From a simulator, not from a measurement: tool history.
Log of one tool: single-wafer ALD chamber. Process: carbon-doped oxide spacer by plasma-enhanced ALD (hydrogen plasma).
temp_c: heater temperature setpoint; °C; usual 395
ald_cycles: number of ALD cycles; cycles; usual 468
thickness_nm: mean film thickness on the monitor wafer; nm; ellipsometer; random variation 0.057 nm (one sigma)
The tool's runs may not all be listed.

run    hour  temp_c  ald_cycles  read-back reference wafer on the same gauge, thickness_nm  thickness_nm
  1     0.0     395         526                                                     18.927        25.646
       21.5  -- thermocouple changed; heater temperature recalibrated
  2    65.6     395         526                                                     18.911        25.635
  3   126.5     395         468                                                     18.894        22.864
  4   171.3     395         468                                                     18.897        22.912
  5   247.3     395         444                                                     18.883        21.711
  6   320.7     395         444                                                     18.865        21.810
  7   403.9     395         468                                                     18.836        22.923
  8   509.8     395         468                                                     18.845        22.880
  9   588.0     395         468                                                     18.841        22.852
 10   647.3     395         434                                                     18.827        21.165
 11   698.5     395         434                                                     18.806        21.098
 12   848.5     395         396                                                     18.792        19.254
 13   924.9     395         396                                                     18.755        19.253
 14   986.2     395         468                                                     18.749        22.704
 15  1089.8     395         468                                                     18.748        22.661
 16  1129.1     395         468                                                     18.726        22.698
 17  1181.6     395         468                                                     18.705        22.686
 18  1223.3     395         468                                                     18.714        22.586
 19  1275.2     395         468                                                     18.701        22.690
 20  1371.9     395         468                                                     18.653        22.747
 21  1428.8     385         518                                                     18.666        25.134
 22  1474.0     395         518                                                     18.648        24.964
 23  1519.2     395         408                                                     18.621        19.745
 24  1587.4     401         385                                                     18.616        18.555
 25  1672.1     395         468                                                     18.597        22.466
 26  1728.2     406         422                                                     18.573        20.029
     1739.8  -- gauge calibrated
 27  1799.1     395         468                                                     18.864        22.850
 28  1861.3     384         436                                                     18.840        21.267
 29  1966.3     380         420                                                     18.865        20.526
     2046.8  -- thermocouple changed; heater temperature recalibrated
 30  2053.0     409         510                                                     18.853        24.366
 31  2312.0     409         510                                                     18.831        24.272
 32  2355.2     391         544                                                     18.834        26.580
 33  2411.1     403         400                                                     18.819        19.344
 34  2511.2     404         378                                                     18.820        18.251
 35  2653.7     395         468                                                     18.825        22.799
 36  2716.3     395         406                                                     18.820        19.720
 37  2804.5     382         494                                                     18.819        24.111
 38  2873.6     386         388                                                     18.787        18.805
 39  2946.5     395         468                                                     18.779        22.683
 40  3011.7     381         419                                                     18.784        20.273
 41  3097.0     381         380                                                     18.770        18.527

3 ways to go on from here, each from the tool as it stands after run 41. What would each give?
  A  3098.1     395         468                                                          ?             ?
  B  3098.1     395         385                                                          ?             ?
  C  3098.1     380         506                                                          ?             ?

run  read-back reference wafer on the same gauge, thickness_nm  thickness_nm
  A                                                     18.755        22.843
  B                                                     18.755        18.791
  C                                                     18.755        24.697
Without the tool's hidden state the same runs would have given:
run  thickness_nm
  A        23.010
  B        18.929
  C        24.878
